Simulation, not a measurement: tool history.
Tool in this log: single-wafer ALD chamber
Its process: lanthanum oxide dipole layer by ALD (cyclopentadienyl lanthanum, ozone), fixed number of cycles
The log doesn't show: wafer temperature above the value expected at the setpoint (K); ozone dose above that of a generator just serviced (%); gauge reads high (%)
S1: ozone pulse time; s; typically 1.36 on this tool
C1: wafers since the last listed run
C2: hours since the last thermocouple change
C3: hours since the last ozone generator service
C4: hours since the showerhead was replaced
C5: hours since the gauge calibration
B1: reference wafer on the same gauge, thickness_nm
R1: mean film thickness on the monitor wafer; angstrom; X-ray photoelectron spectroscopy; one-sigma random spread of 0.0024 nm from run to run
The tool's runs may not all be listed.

Run 1, hour 0.0: usual settings; C1 0; C2 1553.0; C3 1000.3; C4 7908.2; C5 215.7; B1 0.544. Result: R1 4.91 angstrom.
Run 2, hour 11.5: usual settings; C1 151; C2 1564.5; C3 1011.8; C4 7919.7; C5 227.2; B1 0.544. Result: R1 4.89 angstrom.
Run 3, hour 26.7: usual settings; C1 200; C2 1579.7; C3 1027.0; C4 7934.9; C5 242.4; B1 0.544. Result: R1 4.89 angstrom.
Run 4, hour 32.8: usual settings; C1 80; C2 1585.8; C3 1033.1; C4 7941.0; C5 248.5; B1 0.544. Result: R1 4.91 angstrom.
Run 5, hour 44.7: usual settings; C1 157; C2 1597.7; C3 1045.0; C4 7952.9; C5 260.4; B1 0.545. Result: R1 4.86 angstrom.
Run 6, hour 56.1: usual settings; C1 150; C2 1609.1; C3 1056.4; C4 7964.3; C5 271.8; B1 0.544. Result: R1 4.89 angstrom.
Run 7, hour 68.3: usual settings; C1 161; C2 1621.3; C3 1068.6; C4 7976.5; C5 284.0; B1 0.543. Result: R1 4.89 angstrom.
Run 8, hour 82.6: usual settings; C1 188; C2 1635.6; C3 1082.9; C4 7990.8; C5 298.3; B1 0.544. Result: R1 4.86 angstrom.
Run 9, hour 134.2: usual settings; C1 681; C2 1687.2; C3 1134.5; C4 8042.4; C5 349.9; B1 0.543. Result: R1 4.88 angstrom.
Run 10, hour 149.0: usual settings; C1 195; C2 1702.0; C3 1149.3; C4 8057.2; C5 364.7; B1 0.544. Result: R1 4.86 angstrom.
Run 11, hour 187.7: usual settings but S1 1.76 s; C1 511; C2 1740.7; C3 1188.0; C4 8095.9; C5 403.4; B1 0.544. Result: R1 5.12 angstrom.
At hour 199.5: gauge calibrated.
Run 12, hour 205.4: usual settings but S1 1.20 s; C1 233; C2 1758.4; C3 1205.7; C4 8113.6; C5 5.9; B1 0.543. Result: R1 4.65 angstrom.
At hour 255.9: showerhead replaced.
Run 13, hour 256.4: usual settings but S1 1.58 s; C1 568; C2 1809.4; C3 1256.7; C4 0.5; C5 56.9; B1 0.543. Result: R1 4.98 angstrom.
Run 14, hour 263.9: usual settings but S1 1.79 s; C1 99; C2 1816.9; C3 1264.2; C4 8.0; C5 64.4; B1 0.545. Result: R1 5.10 angstrom.
At hour 283.3: thermocouple changed; heater temperature recalibrated.
At hour 304.5: ozone generator serviced.
Run 15, hour 316.1: usual settings; C1 478; C2 32.8; C3 11.6; C4 60.2; C5 116.6; B1 0.543. Result: R1 5.16 angstrom.
Run 16, hour 326.2: usual settings; C1 133; C2 42.9; C3 21.7; C4 70.3; C5 126.7; B1 0.545. Result: R1 5.21 angstrom.
Run 17, hour 335.8: usual settings but S1 1.13 s; C1 126; C2 52.5; C3 31.3; C4 79.9; C5 136.3; B1 0.544. Result: R1 4.98 angstrom.
Run 18, hour 346.7: usual settings but S1 1.60 s; C1 143; C2 63.4; C3 42.2; C4 90.8; C5 147.2; B1 0.544. Result: R1 5.31 angstrom.
Run 19, hour 361.2: usual settings but S1 1.13 s; C1 191; C2 77.9; C3 56.7; C4 105.3; C5 161.7; B1 0.544. Result: R1 5.02 angstrom.
Run 20, hour 369.3: usual settings but S1 0.98 s; C1 107; C2 86.0; C3 64.8; C4 113.4; C5 169.8; B1 0.545. Result: R1 4.84 angstrom.
Run 21, hour 382.3: usual settings but S1 1.89 s; C1 171; C2 99.0; C3 77.8; C4 126.4; C5 182.8; B1 0.544. Result: R1 5.39 angstrom.

Run 22 has not been measured yet. What should we expect?
Run 22, hour 391.3: usual settings but S1 0.84 s; C1 118; C2 108.0; C3 86.8; C4 135.4; C5 191.8; B1 ?. Result: R1 ?.

B1: 0.544
R1: 4.62 angstrom
Had the tool carried no hidden state, the very same run would have given R1 4.67 angstrom.
